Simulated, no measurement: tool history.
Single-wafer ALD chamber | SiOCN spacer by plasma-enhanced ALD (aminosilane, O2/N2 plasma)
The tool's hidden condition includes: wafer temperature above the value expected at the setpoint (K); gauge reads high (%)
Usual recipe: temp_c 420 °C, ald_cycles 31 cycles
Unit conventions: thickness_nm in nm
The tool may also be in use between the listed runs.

run	hour	temp_c	ald_cycles	wafers since the last listed run	hours since the last thermocouple change	hours since the gauge calibration	read-back reference wafer on the same gauge, thickness_nm	thickness_nm
1	0	420	31	0	1264.3	96	1.489	1.873
2	13.8	420	31	63	1278.1	109.8	1.489	1.861
3	109.6	420	31	442	1373.9	205.6	1.484	1.857
4	130.9	420	35	98	1395.2	226.9	1.482	2.099
5	142.9	420	35	55	1407.2	238.9	1.482	2.1
6	155.7	420	31	59	1420	251.7	1.481	1.856
7	175.9	420	31	93	1440.2	271.9	1.481	1.857
8	199.5	420	31	109	1463.8	295.5	1.481	1.853
9	228.1	420	31	132	1492.4	324.1	1.477	1.846
10	256.5	420	31	131	1520.8	352.5	1.474	1.843
11	272.7	429	31	74	1537	368.7	1.473	1.785
12	298.8	420	31	120	1563.1	394.8	1.469	1.836
13	317.5	415	27	86	1581.8	413.5	1.467	1.625

Run 14, settings as shown, results not yet in. Your forecast:
14	341.6	425	25	111	1605.9	437.6	?	?

{"run 14": {"read-back reference wafer on the same gauge, thickness_nm": 1.466, "thickness_nm": 1.451}}
Take away the tool's hidden state, keep the run-to-run variation as it was, and the same run would have given thickness_nm 1.475 nm.
